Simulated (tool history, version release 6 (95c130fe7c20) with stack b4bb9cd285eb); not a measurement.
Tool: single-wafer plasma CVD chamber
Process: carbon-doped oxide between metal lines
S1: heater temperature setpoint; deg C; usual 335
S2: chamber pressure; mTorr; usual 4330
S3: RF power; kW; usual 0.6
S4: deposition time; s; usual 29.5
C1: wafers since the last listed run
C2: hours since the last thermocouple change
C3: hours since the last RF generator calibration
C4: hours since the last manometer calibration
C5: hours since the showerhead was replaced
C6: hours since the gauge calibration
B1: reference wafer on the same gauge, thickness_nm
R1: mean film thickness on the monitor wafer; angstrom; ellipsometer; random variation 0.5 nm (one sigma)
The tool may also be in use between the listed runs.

run 1 hour=0 | S1=335 S2=4330 S3=0.55 S4=29.5 | C1=0 C2=459 C3=1525.9 C4=1357.6 C5=4879.1 C6=753.1 | B1=187.172 | R1=1528.73
run 2 hour=55.5 | S1=335 S2=4330 S3=0.6 S4=25.2 | C1=1892 C2=514.5 C3=1581.4 C4=1413.1 C5=4934.6 C6=808.6 | B1=186.98 | R1=1388.99
-- hour=66.8 gauge calibrated
run 3 hour=108.8 | S1=335 S2=4330 S3=0.6 S4=25.2 | C1=1817 C2=567.8 C3=1634.7 C4=1466.4 C5=4987.9 C6=42 | B1=186.836 | R1=1397.67
run 4 hour=134.7 | S1=335 S2=4330 S3=0.6 S4=29.5 | C1=883 C2=593.7 C3=1660.6 C4=1492.3 C5=5013.8 C6=67.9 | B1=186.956 | R1=1629.61
run 5 hour=187.9 | S1=335 S2=4330 S3=0.6 S4=29.5 | C1=1814 C2=646.9 C3=1713.8 C4=1545.5 C5=5067 C6=121.1 | B1=186.926 | R1=1627.9
run 6 hour=254.6 | S1=335 S2=4330 S3=0.6 S4=29.5 | C1=2274 C2=713.6 C3=1780.5 C4=1612.2 C5=5133.7 C6=187.8 | B1=187.108 | R1=1630.74
run 7 hour=323.2 | S1=335 S2=4330 S3=0.685 S4=29.5 | C1=2339 C2=782.2 C3=1849.1 C4=1680.8 C5=5202.3 C6=256.4 | B1=187.327 | R1=1797.96
run 8 hour=351 | S1=335 S2=4330 S3=0.685 S4=29.5 | C1=948 C2=810 C3=1876.9 C4=1708.6 C5=5230.1 C6=284.2 | B1=187.102 | R1=1790.89
run 9 hour=401.9 | S1=335 S2=4330 S3=0.685 S4=29.5 | C1=1735 C2=860.9 C3=1927.8 C4=1759.5 C5=5281 C6=335.1 | B1=186.677 | R1=1798.06
run 10 hour=442.6 | S1=335 S2=4330 S3=0.6 S4=29.5 | C1=1388 C2=901.6 C3=1968.5 C4=1800.2 C5=5321.7 C6=375.8 | B1=186.707 | R1=1636.07
run 11 hour=486.6 | S1=335 S2=4330 S3=0.6 S4=29.5 | C1=1500 C2=945.6 C3=2012.5 C4=1844.2 C5=5365.7 C6=419.8 | B1=187.014 | R1=1642.23
-- hour=507.9 showerhead replaced
run 12 hour=512.6 | S1=335 S2=4330 S3=0.6 S4=29.5 | C1=613 C2=971.6 C3=2038.5 C4=1870.2 C5=4.7 C6=445.8 | B1=186.982 | R1=1635.94
run 13 hour=539.9 | S1=326 S2=4330 S3=0.6 S4=31.9 | C1=931 C2=998.9 C3=2065.8 C4=1897.5 C5=32 C6=473.1 | B1=186.954 | R1=1832.11
run 14 hour=607 | S1=322 S2=4640 S3=0.705 S4=35.2 | C1=2288 C2=1066 C3=2132.9 C4=1964.6 C5=99.1 C6=540.2 | B1=186.777 | R1=2315.43
-- hour=623.8 RF generator calibrated
-- hour=648 capacitance manometer re-zeroed and calibrated
run 15 hour=648.5 | S1=346 S2=3770 S3=0.695 S4=29.5 | C1=869 C2=1107.5 C3=24.7 C4=0.5 C5=140.6 C6=581.7 | B1=187.099 | R1=1723.56
run 16 hour=807.8 | S1=320 S2=4330 S3=0.685 S4=29.5 | C1=5432 C2=1266.8 C3=184 C4=159.8 C5=299.9 C6=741 | B1=186.872 | R1=1892.16
run 17 hour=872.4 | S1=335 S2=3520 S3=0.6 S4=29.5 | C1=2203 C2=1331.4 C3=248.6 C4=224.4 C5=364.5 C6=805.6 | B1=187.164 | R1=1597.17
run 18 hour=898.2 | S1=344 S2=3540 S3=0.52 S4=32.7 | C1=879 C2=1357.2 C3=274.4 C4=250.2 C5=390.3 C6=831.4 | B1=186.956 | R1=1548.55
-- hour=899.9 gauge calibrated
-- hour=959.1 thermocouple changed; heater temperature recalibrated
run 19 hour=959.6 | S1=340 S2=5000 S3=0.6 S4=29.5 | C1=1821 C2=0.5 C3=335.8 C4=311.6 C5=451.7 C6=59.7 | B1=186.988 | R1=1629.8
run 20 hour=986.5 | S1=335 S2=4330 S3=0.6 S4=31.1 | C1=917 C2=27.4 C3=362.7 C4=338.5 C5=478.6 C6=86.6 | B1=187.191 | R1=1705.37
run 21 hour=1026.4 | S1=335 S2=4330 S3=0.6 S4=29.5 | C1=1360 C2=67.3 C3=402.6 C4=378.4 C5=518.5 C6=126.5 | B1=187.156 | R1=1626.31
run 22 hour=1061.8 | S1=335 S2=4330 S3=0.6 S4=29.5 | C1=1207 C2=102.7 C3=438 C4=413.8 C5=553.9 C6=161.9 | B1=187.177 | R1=1623.53
run 23 hour=1132.2 | S1=320 S2=4330 S3=0.71 S4=29.5 | C1=2400 C2=173.1 C3=508.4 C4=484.2 C5=624.3 C6=232.3 | B1=187.304 | R1=1906.33
run 24 hour=1164.3 | S1=335 S2=5330 S3=0.645 S4=29.5 | C1=1094 C2=205.2 C3=540.5 C4=516.3 C5=656.4 C6=264.4 | B1=187.229 | R1=1757.87
run 25 hour=1222 | S1=335 S2=4330 S3=0.685 S4=29.5 | C1=1967 C2=262.9 C3=598.2 C4=574 C5=714.1 C6=322.1 | B1=186.843 | R1=1781.29

5 ways to go on from here, each from the tool as it stands after run 25. What would each give?
run A hour=1222.4 | S1=335 S2=4330 S3=0.6 S4=29.5 | C1=13 C2=263.3 C3=598.6 C4=574.4 C5=714.5 C6=322.5 | B1=? | R1=?
run B hour=1222.4 | S1=329 S2=5380 S3=0.69 S4=29.5 | C1=13 C2=263.3 C3=598.6 C4=574.4 C5=714.5 C6=322.5 | B1=? | R1=?
run C hour=1222.4 | S1=339 S2=3750 S3=0.535 S4=25 | C1=13 C2=263.3 C3=598.6 C4=574.4 C5=714.5 C6=322.5 | B1=? | R1=?
run D hour=1222.4 | S1=340 S2=4330 S3=0.6 S4=27 | C1=13 C2=263.3 C3=598.6 C4=574.4 C5=714.5 C6=322.5 | B1=? | R1=?
run E hour=1222.4 | S1=335 S2=4330 S3=0.505 S4=29.5 | C1=13 C2=263.3 C3=598.6 C4=574.4 C5=714.5 C6=322.5 | B1=? | R1=?

run=A B1=186.981 R1=1617.56
run=B B1=186.981 R1=1884.71
run=C B1=186.981 R1=1219.72
run=D B1=186.981 R1=1461.2
run=E B1=186.981 R1=1422.19
Without the tool's hidden state the same runs would have given:
run=A R1=1618.53
run=B R1=1885.95
run=C R1=1220.44
run=D R1=1462.07
run=E R1=1423.04

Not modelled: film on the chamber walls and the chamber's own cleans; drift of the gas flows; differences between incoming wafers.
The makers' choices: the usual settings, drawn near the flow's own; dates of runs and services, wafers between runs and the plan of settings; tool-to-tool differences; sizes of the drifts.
